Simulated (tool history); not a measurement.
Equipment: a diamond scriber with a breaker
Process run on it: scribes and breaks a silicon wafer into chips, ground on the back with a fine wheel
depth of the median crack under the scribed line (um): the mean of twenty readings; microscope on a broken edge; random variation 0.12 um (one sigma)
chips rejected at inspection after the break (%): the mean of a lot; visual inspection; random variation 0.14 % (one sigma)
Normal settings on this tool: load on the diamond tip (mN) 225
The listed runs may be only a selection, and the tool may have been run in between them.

run,hour,load on the diamond tip (mN),wafers since the last listed run,hours since the diamond tip was replaced,hours since the load on the tip was calibrated,"incoming depth of the damage left on the back of the incoming wafer, um",depth of the median crack under the scribed line (um),chips rejected at inspection after the break (%)
1,0.0,225,0,777.4,1193.2,1.57,9.37,1.29
2,47.0,225,58,824.4,1240.2,2.99,9.27,4.38
3,54.9,225,9,832.3,1248.1,1.75,9.14,1.59
4,70.1,225,18,847.5,1263.3,1.89,9.16,1.54
5,82.6,187,15,860.0,1275.8,2.47,7.80,6.93
6,98.5,186,19,875.9,1291.7,2.86,7.94,8.92
7,113.7,225,18,891.1,1306.9,1.52,9.14,1.24
8,124.6,250,13,902.0,1317.8,2.34,10.26,3.20
9,140.6,250,19,918.0,1333.8,1.69,10.00,2.31
# hour 142.7: load on the tip recalibrated
# hour 156.1: diamond tip replaced by a new one
10,157.0,207,15,0.9,14.3,2.74,8.73,4.86
11,172.8,207,19,16.7,30.1,2.54,8.79,4.16
12,185.7,207,16,29.6,43.0,2.07,8.47,2.52
13,203.1,253,21,47.0,60.4,1.51,10.26,2.63
14,241.7,265,48,85.6,99.0,2.02,10.41,3.60
15,250.8,225,11,94.7,108.1,2.19,9.20,2.32
16,294.7,278,54,138.6,152.0,1.90,11.02,4.56
17,301.4,170,8,145.3,158.7,1.62,7.12,9.67
18,311.8,291,12,155.7,169.1,1.84,11.30,6.84
19,318.9,258,8,162.8,176.2,2.83,10.39,4.01
20,333.5,158,18,177.4,190.8,2.37,6.72,17.65
21,365.8,189,40,209.7,223.1,1.71,8.06,4.56
22,382.4,225,20,226.3,239.7,2.57,9.29,3.07
23,392.6,276,12,236.5,249.9,1.57,10.92,4.83
24,406.3,247,17,250.2,263.6,1.59,9.89,2.02
25,413.4,225,8,257.3,270.7,2.44,9.24,2.48
26,423.5,273,12,267.4,280.8,2.82,10.77,5.40
27,429.5,159,7,273.4,286.8,1.93,6.97,14.30

3 ways to go on from here, each from the tool as it stands after run 27. What would each give?
A,430.2,201,0,274.1,287.5,2.61,?,?
B,430.2,166,0,274.1,287.5,2.61,?,?
C,430.2,200,0,274.1,287.5,2.61,?,?

run,depth of the median crack under the scribed line (um),chips rejected at inspection after the break (%)
A,8.39,4.74
B,7.04,13.77
C,8.36,4.88
Without the tool's hidden state the same runs would have given:
run,depth of the median crack under the scribed line (um),chips rejected at inspection after the break (%)
A,8.39,4.74
B,7.04,13.77
C,8.36,4.88
